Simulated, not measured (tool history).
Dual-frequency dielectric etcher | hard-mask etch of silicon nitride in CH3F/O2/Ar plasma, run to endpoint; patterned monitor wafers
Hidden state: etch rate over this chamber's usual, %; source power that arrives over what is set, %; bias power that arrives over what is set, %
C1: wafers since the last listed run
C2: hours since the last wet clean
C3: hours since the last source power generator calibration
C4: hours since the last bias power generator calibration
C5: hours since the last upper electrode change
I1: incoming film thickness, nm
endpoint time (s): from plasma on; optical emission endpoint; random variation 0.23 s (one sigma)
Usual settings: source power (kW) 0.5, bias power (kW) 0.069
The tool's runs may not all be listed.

run 1 hour=0 | source_power_(kW)=0.5 bias_power_(kW)=0.063 | C1=0 C2=57.8 C3=3125.7 C4=3202.6 C5=1744.2 | I1=30.45 | endpoint_time_(s)=46.2
run 2 hour=96.6 | source_power_(kW)=0.5 bias_power_(kW)=0.063 | C1=733 C2=154.4 C3=3222.3 C4=3299.2 C5=1840.8 | I1=30.68 | endpoint_time_(s)=46.4
run 3 hour=177.5 | source_power_(kW)=0.5 bias_power_(kW)=0.069 | C1=614 C2=235.3 C3=3303.2 C4=3380.1 C5=1921.7 | I1=30.59 | endpoint_time_(s)=44.1
run 4 hour=220 | source_power_(kW)=0.5 bias_power_(kW)=0.069 | C1=322 C2=277.8 C3=3345.7 C4=3422.6 C5=1964.2 | I1=30.79 | endpoint_time_(s)=45.3
run 5 hour=306.7 | source_power_(kW)=0.5 bias_power_(kW)=0.069 | C1=658 C2=364.5 C3=3432.4 C4=3509.3 C5=2050.9 | I1=30.65 | endpoint_time_(s)=45
run 6 hour=365.2 | source_power_(kW)=0.5 bias_power_(kW)=0.069 | C1=444 C2=423 C3=3490.9 C4=3567.8 C5=2109.4 | I1=30.8 | endpoint_time_(s)=45.3
run 7 hour=427.2 | source_power_(kW)=0.5 bias_power_(kW)=0.069 | C1=470 C2=485 C3=3552.9 C4=3629.8 C5=2171.4 | I1=30.04 | endpoint_time_(s)=44.3
run 8 hour=475.1 | source_power_(kW)=0.5 bias_power_(kW)=0.069 | C1=363 C2=532.9 C3=3600.8 C4=3677.7 C5=2219.3 | I1=30.7 | endpoint_time_(s)=45.7
run 9 hour=557.7 | source_power_(kW)=0.5 bias_power_(kW)=0.069 | C1=627 C2=615.5 C3=3683.4 C4=3760.3 C5=2301.9 | I1=30.71 | endpoint_time_(s)=45.9
run 10 hour=621.1 | source_power_(kW)=0.5 bias_power_(kW)=0.069 | C1=481 C2=678.9 C3=3746.8 C4=3823.7 C5=2365.3 | I1=30.53 | endpoint_time_(s)=45.8
-- hour=689.6 wet clean of the chamber
run 11 hour=725.2 | source_power_(kW)=0.4 bias_power_(kW)=0.057 | C1=608 C2=35.6 C3=3850.9 C4=3927.8 C5=2469.4 | I1=30.45 | endpoint_time_(s)=54.5
run 12 hour=777.8 | source_power_(kW)=0.43 bias_power_(kW)=0.082 | C1=399 C2=88.2 C3=3903.5 C4=3980.4 C5=2522 | I1=30.39 | endpoint_time_(s)=43.1
run 13 hour=879.7 | source_power_(kW)=0.59 bias_power_(kW)=0.065 | C1=773 C2=190.1 C3=4005.4 C4=4082.3 C5=2623.9 | I1=30.69 | endpoint_time_(s)=42.2
-- hour=898 bias power generator calibrated
-- hour=1165.7 source power generator calibrated
run 14 hour=1175.2 | source_power_(kW)=0.57 bias_power_(kW)=0.076 | C1=2182 C2=485.6 C3=9.5 C4=277.2 C5=2919.4 | I1=30.4 | endpoint_time_(s)=41.3
run 15 hour=1243.7 | source_power_(kW)=0.59 bias_power_(kW)=0.085 | C1=520 C2=554.1 C3=78 C4=345.7 C5=2987.9 | I1=30.58 | endpoint_time_(s)=38.7
run 16 hour=1301 | source_power_(kW)=0.45 bias_power_(kW)=0.069 | C1=435 C2=611.4 C3=135.3 C4=403 C5=3045.2 | I1=30.55 | endpoint_time_(s)=49.3
run 17 hour=1461.8 | source_power_(kW)=0.62 bias_power_(kW)=0.069 | C1=1220 C2=772.2 C3=296.1 C4=563.8 C5=3206 | I1=30.72 | endpoint_time_(s)=42.8
-- hour=1491.4 wet clean of the chamber
-- hour=1497.1 upper electrode replaced
run 18 hour=1515.1 | source_power_(kW)=0.56 bias_power_(kW)=0.084 | C1=179 C2=23.7 C3=349.4 C4=617.1 C5=18 | I1=30.58 | endpoint_time_(s)=38.4
run 19 hour=1579.2 | source_power_(kW)=0.61 bias_power_(kW)=0.069 | C1=486 C2=87.8 C3=413.5 C4=681.2 C5=82.1 | I1=30.82 | endpoint_time_(s)=41.4
run 20 hour=1630 | source_power_(kW)=0.59 bias_power_(kW)=0.059 | C1=385 C2=138.6 C3=464.3 C4=732 C5=132.9 | I1=30.49 | endpoint_time_(s)=45.2
run 21 hour=1726.9 | source_power_(kW)=0.44 bias_power_(kW)=0.086 | C1=735 C2=235.5 C3=561.2 C4=828.9 C5=229.8 | I1=30.41 | endpoint_time_(s)=43.1
run 22 hour=1793 | source_power_(kW)=0.46 bias_power_(kW)=0.078 | C1=501 C2=301.6 C3=627.3 C4=895 C5=295.9 | I1=30.44 | endpoint_time_(s)=44.1
run 23 hour=2057.1 | source_power_(kW)=0.58 bias_power_(kW)=0.082 | C1=2005 C2=565.7 C3=891.4 C4=1159.1 C5=560 | I1=30.5 | endpoint_time_(s)=39.2
run 24 hour=2164.2 | source_power_(kW)=0.44 bias_power_(kW)=0.065 | C1=813 C2=672.8 C3=998.5 C4=1266.2 C5=667.1 | I1=30.37 | endpoint_time_(s)=50.8
-- hour=2189.4 wet clean of the chamber
run 25 hour=2219 | source_power_(kW)=0.4 bias_power_(kW)=0.057 | C1=233 C2=29.6 C3=1053.3 C4=1321 C5=721.9 | I1=30.72 | endpoint_time_(s)=56.1
run 26 hour=2290.3 | source_power_(kW)=0.41 bias_power_(kW)=0.062 | C1=541 C2=100.9 C3=1124.6 C4=1392.3 C5=793.2 | I1=30.82 | endpoint_time_(s)=53.2
run 27 hour=2357.7 | source_power_(kW)=0.57 bias_power_(kW)=0.064 | C1=511 C2=168.3 C3=1192 C4=1459.7 C5=860.6 | I1=30.65 | endpoint_time_(s)=44.4
run 28 hour=2449.9 | source_power_(kW)=0.54 bias_power_(kW)=0.069 | C1=700 C2=260.5 C3=1284.2 C4=1551.9 C5=952.8 | I1=30.79 | endpoint_time_(s)=43.8
run 29 hour=2572.6 | source_power_(kW)=0.4 bias_power_(kW)=0.079 | C1=931 C2=383.2 C3=1406.9 C4=1674.6 C5=1075.5 | I1=30.56 | endpoint_time_(s)=47.2
run 30 hour=2622.6 | source_power_(kW)=0.5 bias_power_(kW)=0.069 | C1=379 C2=433.2 C3=1456.9 C4=1724.6 C5=1125.5 | I1=31.07 | endpoint_time_(s)=47.1
run 31 hour=2728.7 | source_power_(kW)=0.5 bias_power_(kW)=0.057 | C1=805 C2=539.3 C3=1563 C4=1830.7 C5=1231.6 | I1=30.54 | endpoint_time_(s)=51.1
run 32 hour=2801.6 | source_power_(kW)=0.45 bias_power_(kW)=0.059 | C1=553 C2=612.2 C3=1635.9 C4=1903.6 C5=1304.5 | I1=30.74 | endpoint_time_(s)=53.1
run 33 hour=2885.1 | source_power_(kW)=0.5 bias_power_(kW)=0.059 | C1=633 C2=695.7 C3=1719.4 C4=1987.1 C5=1388 | I1=30.79 | endpoint_time_(s)=51.1
-- hour=2989.4 wet clean of the chamber
run 34 hour=2989.9 | source_power_(kW)=0.5 bias_power_(kW)=0.069 | C1=613 C2=0.5 C3=1824.2 C4=2091.9 C5=1492.8 | I1=30.52 | endpoint_time_(s)=44.1
run 35 hour=3013.7 | source_power_(kW)=0.42 bias_power_(kW)=0.086 | C1=180 C2=24.3 C3=1848 C4=2115.7 C5=1516.6 | I1=30.35 | endpoint_time_(s)=42.8

4 ways to go on from here, each from the tool as it stands after run 35. What would each give?
run A hour=3014.1 | source_power_(kW)=0.5 bias_power_(kW)=0.069 | C1=3 C2=24.7 C3=1848.4 C4=2116.1 C5=1517 | I1=30.48 | endpoint_time_(s)=?
run B hour=3014.1 | source_power_(kW)=0.5 bias_power_(kW)=0.079 | C1=3 C2=24.7 C3=1848.4 C4=2116.1 C5=1517 | I1=30.48 | endpoint_time_(s)=?
run C hour=3014.1 | source_power_(kW)=0.39 bias_power_(kW)=0.073 | C1=3 C2=24.7 C3=1848.4 C4=2116.1 C5=1517 | I1=30.48 | endpoint_time_(s)=?
run D hour=3014.1 | source_power_(kW)=0.41 bias_power_(kW)=0.064 | C1=3 C2=24.7 C3=1848.4 C4=2116.1 C5=1517 | I1=30.48 | endpoint_time_(s)=?

run=A endpoint_time_(s)=43.8
run=B endpoint_time_(s)=40.8
run=C endpoint_time_(s)=48.1
run=D endpoint_time_(s)=50.3
Without the tool's hidden state the same runs would have given:
run=A endpoint_time_(s)=44.5
run=B endpoint_time_(s)=41.5
run=C endpoint_time_(s)=48.9
run=D endpoint_time_(s)=51.2
